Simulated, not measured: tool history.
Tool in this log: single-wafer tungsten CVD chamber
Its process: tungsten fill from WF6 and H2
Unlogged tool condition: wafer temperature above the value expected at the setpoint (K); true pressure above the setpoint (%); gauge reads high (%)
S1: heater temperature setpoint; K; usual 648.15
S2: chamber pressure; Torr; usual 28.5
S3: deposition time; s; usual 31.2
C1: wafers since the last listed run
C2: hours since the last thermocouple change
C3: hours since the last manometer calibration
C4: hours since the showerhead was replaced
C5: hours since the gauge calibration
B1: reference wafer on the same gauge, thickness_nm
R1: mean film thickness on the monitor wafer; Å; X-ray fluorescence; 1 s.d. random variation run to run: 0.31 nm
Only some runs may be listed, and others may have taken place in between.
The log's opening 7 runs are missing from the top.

{"run": 8, "hour": 353.4, "S1": 648.15, "S2": 28.5, "S3": 31.2, "C1": 1698, "C2": 1783.4, "C3": 217.4, "C4": 4910.6, "C5": 217.2, "B1": 59.201, "R1": 539.17}
{"run": 9, "hour": 421.2, "S1": 648.15, "S2": 28.5, "S3": 29.1, "C1": 2133, "C2": 1851.2, "C3": 285.2, "C4": 4978.4, "C5": 285.0, "B1": 59.213, "R1": 498.39}
{"hour": 432.6, "done": "thermocouple changed; heater temperature recalibrated"}
{"run": 10, "hour": 461.1, "S1": 648.15, "S2": 28.5, "S3": 31.2, "C1": 1003, "C2": 28.5, "C3": 325.1, "C4": 5018.3, "C5": 324.9, "B1": 59.143, "R1": 537.73}
{"run": 11, "hour": 498.8, "S1": 637.15, "S2": 28.5, "S3": 25.9, "C1": 1186, "C2": 66.2, "C3": 362.8, "C4": 5056.0, "C5": 362.6, "B1": 59.209, "R1": 361.76}
{"run": 12, "hour": 568.0, "S1": 648.15, "S2": 28.5, "S3": 31.2, "C1": 2177, "C2": 135.4, "C3": 432.0, "C4": 5125.2, "C5": 431.8, "B1": 59.251, "R1": 536.41}
{"run": 13, "hour": 596.9, "S1": 654.15, "S2": 33.3, "S3": 35.9, "C1": 909, "C2": 164.3, "C3": 460.9, "C4": 5154.1, "C5": 460.7, "B1": 59.197, "R1": 727.17}
{"run": 14, "hour": 628.0, "S1": 654.15, "S2": 34.7, "S3": 31.2, "C1": 978, "C2": 195.4, "C3": 492.0, "C4": 5185.2, "C5": 491.8, "B1": 59.028, "R1": 638.57}
{"run": 15, "hour": 670.1, "S1": 648.15, "S2": 34.2, "S3": 31.2, "C1": 1324, "C2": 237.5, "C3": 534.1, "C4": 5227.3, "C5": 533.9, "B1": 59.266, "R1": 572.42}
{"run": 16, "hour": 729.1, "S1": 643.15, "S2": 34.0, "S3": 31.2, "C1": 1856, "C2": 296.5, "C3": 593.1, "C4": 5286.3, "C5": 592.9, "B1": 59.23, "R1": 516.5}
{"run": 17, "hour": 878.1, "S1": 638.15, "S2": 33.3, "S3": 25.0, "C1": 4687, "C2": 445.5, "C3": 742.1, "C4": 5435.3, "C5": 741.9, "B1": 59.196, "R1": 374.58}
{"run": 18, "hour": 919.9, "S1": 639.15, "S2": 33.8, "S3": 31.2, "C1": 1315, "C2": 487.3, "C3": 783.9, "C4": 5477.1, "C5": 783.7, "B1": 59.156, "R1": 480.78}
{"run": 19, "hour": 974.0, "S1": 648.15, "S2": 28.5, "S3": 28.1, "C1": 1702, "C2": 541.4, "C3": 838.0, "C4": 5531.2, "C5": 837.8, "B1": 59.18, "R1": 475.2}
{"run": 20, "hour": 998.5, "S1": 644.15, "S2": 26.6, "S3": 28.8, "C1": 770, "C2": 565.9, "C3": 862.5, "C4": 5555.7, "C5": 862.3, "B1": 59.184, "R1": 441.73}
{"run": 21, "hour": 1050.7, "S1": 648.15, "S2": 33.7, "S3": 31.2, "C1": 1642, "C2": 618.1, "C3": 914.7, "C4": 5607.9, "C5": 914.5, "B1": 59.265, "R1": 566.93}
{"run": 22, "hour": 1105.9, "S1": 640.15, "S2": 21.7, "S3": 33.1, "C1": 1736, "C2": 673.3, "C3": 969.9, "C4": 5663.1, "C5": 969.7, "B1": 59.293, "R1": 440.35}
{"hour": 1141.6, "done": "showerhead replaced"}
{"run": 23, "hour": 1176.3, "S1": 648.15, "S2": 28.5, "S3": 31.2, "C1": 1963, "C2": 743.7, "C3": 1040.3, "C4": 34.7, "C5": 1040.1, "B1": 59.219, "R1": 529.51}
{"hour": 1241.5, "done": "capacitance manometer re-zeroed and calibrated"}
{"run": 24, "hour": 1247.1, "S1": 648.15, "S2": 28.5, "S3": 31.2, "C1": 1975, "C2": 814.5, "C3": 5.6, "C4": 105.5, "C5": 1110.9, "B1": 59.183, "R1": 543.88}
{"run": 25, "hour": 1306.6, "S1": 634.15, "S2": 28.5, "S3": 37.3, "C1": 1872, "C2": 874.0, "C3": 65.1, "C4": 165.0, "C5": 1170.4, "B1": 59.186, "R1": 502.27}
{"run": 26, "hour": 1357.7, "S1": 648.15, "S2": 22.3, "S3": 33.3, "C1": 1607, "C2": 925.1, "C3": 116.2, "C4": 216.1, "C5": 1221.5, "B1": 59.126, "R1": 526.82}
{"run": 27, "hour": 1420.8, "S1": 660.15, "S2": 24.6, "S3": 31.2, "C1": 1985, "C2": 988.2, "C3": 179.3, "C4": 279.2, "C5": 1284.6, "B1": 59.319, "R1": 630.3}
{"run": 28, "hour": 1536.2, "S1": 648.15, "S2": 28.5, "S3": 31.2, "C1": 3630, "C2": 1103.6, "C3": 294.7, "C4": 394.6, "C5": 1400.0, "B1": 59.176, "R1": 537.04}
{"run": 29, "hour": 1606.8, "S1": 636.15, "S2": 26.0, "S3": 29.1, "C1": 2221, "C2": 1174.2, "C3": 365.3, "C4": 465.2, "C5": 1470.6, "B1": 59.246, "R1": 382.98}
{"run": 30, "hour": 1635.5, "S1": 652.15, "S2": 28.5, "S3": 31.2, "C1": 902, "C2": 1202.9, "C3": 394.0, "C4": 493.9, "C5": 1499.3, "B1": 59.156, "R1": 570.14}
{"run": 31, "hour": 1677.1, "S1": 648.15, "S2": 32.5, "S3": 31.2, "C1": 1308, "C2": 1244.5, "C3": 435.6, "C4": 535.5, "C5": 1540.9, "B1": 59.193, "R1": 558.95}

The next listed run, before its measurement:
{"hour": 1708.4, "done": "gauge calibrated"}
{"run": 32, "hour": 1733.6, "S1": 648.15, "S2": 33.7, "S3": 31.2, "C1": 1777, "C2": 1301.0, "C3": 492.1, "C4": 592.0, "C5": 25.2, "B1": "?", "R1": "?"}

B1: 59.227
R1: 567.02 Å
On a tool with no hidden condition, and with the same random variation, this run would have come out at R1 582.27 Å.
